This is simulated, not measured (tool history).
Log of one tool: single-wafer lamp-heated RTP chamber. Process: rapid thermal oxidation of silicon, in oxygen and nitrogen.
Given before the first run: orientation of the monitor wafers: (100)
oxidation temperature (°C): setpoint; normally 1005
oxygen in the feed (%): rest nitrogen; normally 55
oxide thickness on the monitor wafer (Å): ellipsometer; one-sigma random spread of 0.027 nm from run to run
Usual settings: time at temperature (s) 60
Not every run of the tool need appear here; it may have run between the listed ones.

run	hour	oxidation temperature (°C)	time at temperature (s)	oxygen in the feed (%)	read-back reference wafer on the same gauge, thickness	oxide thickness on the monitor wafer (Å)
1	0.0	1005	60	55	3.871	47.60
2	13.1	1005	60	55	3.875	47.46
3	23.5	1005	60	55	3.879	47.74
4	37.7	1005	60	55	3.877	47.86
5	47.1	1005	60	55	3.868	47.16
6	58.9	1005	60	55	3.865	47.68
7	73.9	1005	60	70	3.875	51.62
8	83.5	1005	60	70	3.868	52.18
9	90.9	1005	60	70	3.867	52.01
10	108.8	1028	60	35	3.855	48.68
11	124.3	1028	60	35	3.861	48.35
12	146.8	1005	60	55	3.873	48.73
13	160.7	1005	60	55	3.862	48.42
14	170.3	1005	60	55	3.873	48.56
15	177.0	1005	60	55	3.883	48.87
16	184.4	1005	60	65	3.870	51.28
17	198.2	1014	78	55	3.871	58.38
# hour 207.2: oxygen flow controller replaced
# hour 207.4: pyrometer window cleaned and pyrometer calibrated
18	217.3	1005	60	55	3.865	46.00
19	247.0	1005	45	55	3.878	41.46
20	264.4	1005	60	66	3.862	49.23
21	274.9	1019	70	55	3.876	54.99
22	286.3	1005	60	55	3.871	46.49
23	297.9	1005	45	55	3.878	41.23
# hour 305.8: gauge calibrated
24	311.5	1005	35	82	3.871	42.08
25	324.2	1005	60	55	3.885	46.13
26	340.7	979	60	55	3.868	39.02
27	358.2	1005	60	55	3.860	46.93
28	371.2	1032	82	69	3.860	70.10
29	387.6	1005	89	55	3.875	55.21
30	401.4	986	49	41	3.867	34.64

List, for all runs, the conditions of the tool that the log does not record:
deviation of the oxygen flow from its setpoint, %: 0 across all the runs
gauge reads high (%): 0 across all the runs
H1: true wafer temperature minus pyrometer reading, K
run	H1
1	3.07
2	3.29
3	3.47
4	3.71
5	3.88
6	4.1
7	4.39
8	4.57
9	4.72
10	5.09
11	5.41
12	5.91
13	6.22
14	6.44
15	6.6
16	6.78
17	7.11
18	0.511
19	0.543
20	0.578
21	0.606
22	0.642
23	0.684
24	0.74
25	0.8
26	0.888
27	0.994
28	1.08
29	1.2
30	1.31
